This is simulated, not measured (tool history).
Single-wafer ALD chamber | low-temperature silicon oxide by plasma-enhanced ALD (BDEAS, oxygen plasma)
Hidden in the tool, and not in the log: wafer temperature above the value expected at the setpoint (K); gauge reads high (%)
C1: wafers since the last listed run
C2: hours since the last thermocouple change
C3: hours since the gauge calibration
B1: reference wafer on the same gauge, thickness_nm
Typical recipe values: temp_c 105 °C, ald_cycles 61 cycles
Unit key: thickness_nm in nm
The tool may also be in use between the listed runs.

run 1 day=0.000 | temp_c=105 ald_cycles=68 | C1=0 C2=1547.6 C3=268.8 | B1=6.627 | thickness_nm=8.956
run 2 day=3.250 | temp_c=105 ald_cycles=61 | C1=444 C2=1625.6 C3=346.8 | B1=6.626 | thickness_nm=8.069
run 3 day=4.625 | temp_c=105 ald_cycles=61 | C1=187 C2=1658.6 C3=379.8 | B1=6.632 | thickness_nm=8.035
run 4 day=5.792 | temp_c=105 ald_cycles=61 | C1=159 C2=1686.6 C3=407.8 | B1=6.631 | thickness_nm=8.030
run 5 day=6.679 | temp_c=105 ald_cycles=61 | C1=121 C2=1707.9 C3=429.1 | B1=6.626 | thickness_nm=8.062
run 6 day=7.467 | temp_c=105 ald_cycles=61 | C1=107 C2=1726.8 C3=448.0 | B1=6.632 | thickness_nm=8.048
run 7 day=8.067 | temp_c=116 ald_cycles=65 | C1=82 C2=1741.2 C3=462.4 | B1=6.626 | thickness_nm=8.378
run 8 day=9.158 | temp_c=105 ald_cycles=61 | C1=149 C2=1767.4 C3=488.6 | B1=6.635 | thickness_nm=8.037
run 9 day=9.946 | temp_c=105 ald_cycles=61 | C1=107 C2=1786.3 C3=507.5 | B1=6.631 | thickness_nm=8.036
run 10 day=11.196 | temp_c=105 ald_cycles=61 | C1=170 C2=1816.3 C3=537.5 | B1=6.626 | thickness_nm=8.046
-- day=11.988 gauge calibrated
run 11 day=12.667 | temp_c=91 ald_cycles=61 | C1=201 C2=1851.6 C3=16.3 | B1=6.628 | thickness_nm=8.403
run 12 day=13.467 | temp_c=91 ald_cycles=57 | C1=109 C2=1870.8 C3=35.5 | B1=6.623 | thickness_nm=7.879
-- day=14.354 thermocouple changed; heater temperature recalibrated
run 13 day=14.708 | temp_c=105 ald_cycles=50 | C1=124 C2=8.5 C3=65.3 | B1=6.631 | thickness_nm=6.600
run 14 day=15.538 | temp_c=109 ald_cycles=68 | C1=113 C2=28.4 C3=85.2 | B1=6.627 | thickness_nm=8.896
run 15 day=16.304 | temp_c=115 ald_cycles=57 | C1=104 C2=46.8 C3=103.6 | B1=6.631 | thickness_nm=7.362
run 16 day=17.588 | temp_c=105 ald_cycles=50 | C1=175 C2=77.6 C3=134.4 | B1=6.624 | thickness_nm=6.562
run 17 day=18.767 | temp_c=94 ald_cycles=53 | C1=161 C2=105.9 C3=162.7 | B1=6.630 | thickness_nm=7.236
run 18 day=19.912 | temp_c=115 ald_cycles=53 | C1=156 C2=133.4 C3=190.2 | B1=6.631 | thickness_nm=6.866
run 19 day=20.721 | temp_c=105 ald_cycles=61 | C1=110 C2=152.8 C3=209.6 | B1=6.633 | thickness_nm=8.026
run 20 day=21.504 | temp_c=119 ald_cycles=71 | C1=107 C2=171.6 C3=228.4 | B1=6.626 | thickness_nm=9.057

Each row is a separate what-if for the run after 20, all from the same tool condition, not one after another. Results?
run A day=21.525 | temp_c=105 ald_cycles=61 | C1=2 C2=172.1 C3=228.9 | B1=? | thickness_nm=?
run B day=21.525 | temp_c=105 ald_cycles=52 | C1=2 C2=172.1 C3=228.9 | B1=? | thickness_nm=?
run C day=21.525 | temp_c=99 ald_cycles=56 | C1=2 C2=172.1 C3=228.9 | B1=? | thickness_nm=?
run D day=21.525 | temp_c=115 ald_cycles=49 | C1=2 C2=172.1 C3=228.9 | B1=? | thickness_nm=?
run E day=21.525 | temp_c=95 ald_cycles=61 | C1=2 C2=172.1 C3=228.9 | B1=? | thickness_nm=?

run=A B1=6.627 thickness_nm=8.019
run=B B1=6.627 thickness_nm=6.836
run=C B1=6.627 thickness_nm=7.478
run=D B1=6.627 thickness_nm=6.307
run=E B1=6.627 thickness_nm=8.279
Without the tool's hidden state the same runs would have given:
run=A thickness_nm=8.019
run=B thickness_nm=6.836
run=C thickness_nm=7.478
run=D thickness_nm=6.307
run=E thickness_nm=8.279
